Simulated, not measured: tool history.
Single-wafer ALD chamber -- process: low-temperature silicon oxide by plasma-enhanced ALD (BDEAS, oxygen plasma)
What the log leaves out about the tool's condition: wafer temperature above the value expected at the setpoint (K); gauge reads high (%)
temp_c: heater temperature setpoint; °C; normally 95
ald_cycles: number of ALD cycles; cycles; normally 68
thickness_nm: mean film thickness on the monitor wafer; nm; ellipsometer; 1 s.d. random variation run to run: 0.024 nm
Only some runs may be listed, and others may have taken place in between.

run   hour  temp_c  ald_cycles  wafers since the last listed run  hours since the last thermocouple change  hours since the gauge calibration  read-back reference wafer on the same gauge, thickness_nm  thickness_nm
  1    0.0      95          68                                 0                                    2466.1                              175.5                                                     11.365         9.666
  2   17.8      95          68                                61                                    2483.9                              193.3                                                     11.362         9.709
  3   96.5      95          68                               272                                    2562.6                              272.0                                                     11.348         9.689
  4  115.0     104          78                                64                                    2581.1                              290.5                                                     11.346        10.913
  5  142.3     104          78                                94                                    2608.4                              317.8                                                     11.336        10.814
  6  171.6      95          62                               101                                    2637.7                              347.1                                                     11.323         8.808
  7  186.3      95          62                                50                                    2652.4                              361.8                                                     11.327         8.830
  8  204.5      95          62                                63                                    2670.6                              380.0                                                     11.326         8.858
  9  240.4      95          68                               124                                    2706.5                              415.9                                                     11.324         9.724
 10  255.9      95          71                                53                                    2722.0                              431.4                                                     11.321        10.044
 11  288.4      95          71                               112                                    2754.5                              463.9                                                     11.322        10.053
 12  306.3      95          71                                61                                    2772.4                              481.8                                                     11.317        10.092
 13  336.6      95          68                               104                                    2802.7                              512.1                                                     11.320         9.644
 14  366.9      95          68                               104                                    2833.0                              542.4                                                     11.315         9.679
 15  400.9      88          58                               117                                    2867.0                              576.4                                                     11.307         8.372
 16  423.7      95          68                                78                                    2889.8                              599.2                                                     11.310         9.692
 17  451.0     100          75                                94                                    2917.1                              626.5                                                     11.318        10.441
     460.9  -- thermocouple changed; heater temperature recalibrated
 18  467.2     101          72                                28                                       6.3                              642.7                                                     11.316        10.014
 19  496.4     110          58                               101                                      35.5                              671.9                                                     11.308         7.967
 20  521.5     103          73                                86                                      60.6                              697.0                                                     11.309        10.182
     524.4  -- gauge calibrated
 21  552.8      95          71                               108                                      91.9                               28.4                                                     11.424        10.171
 22  578.8      95          60                                90                                     117.9                               54.4                                                     11.400         8.610
 23  609.3      95          63                               105                                     148.4                               84.9                                                     11.394         9.037
 24  642.4      95          68                               114                                     181.5                              118.0                                                     11.381         9.731
 25  658.2      90          74                                54                                     197.3                              133.8                                                     11.378        10.707
 26  692.0      95          68                               117                                     231.1                              167.6                                                     11.371         9.714
 27  707.8      95          68                                54                                     246.9                              183.4                                                     11.365         9.706
 28  730.8      81          76                                79                                     269.9                              206.4                                                     11.357        11.289
 29  744.8     109          68                                48                                     283.9                              220.4                                                     11.352         9.414

Forecast each of these 5 alternatives for the next run:
  A  745.3     106          68                                 1                                     284.4                              220.9                                                          ?             ?
  B  745.3      82          75                                 1                                     284.4                              220.9                                                          ?             ?
  C  745.3      83          68                                 1                                     284.4                              220.9                                                          ?             ?
  D  745.3      95          75                                 1                                     284.4                              220.9                                                          ?             ?
  E  745.3      89          56                                 1                                     284.4                              220.9                                                          ?             ?

run  read-back reference wafer on the same gauge, thickness_nm  thickness_nm
  A                                                     11.357         9.425
  B                                                     11.357        11.106
  C                                                     11.357        10.039
  D                                                     11.357        10.673
  E                                                     11.357         8.118
Stripped of hidden state, with their random variation kept, the same runs would have yielded:
run  thickness_nm
  A         9.497
  B        11.191
  C        10.116
  D        10.755
  E         8.181

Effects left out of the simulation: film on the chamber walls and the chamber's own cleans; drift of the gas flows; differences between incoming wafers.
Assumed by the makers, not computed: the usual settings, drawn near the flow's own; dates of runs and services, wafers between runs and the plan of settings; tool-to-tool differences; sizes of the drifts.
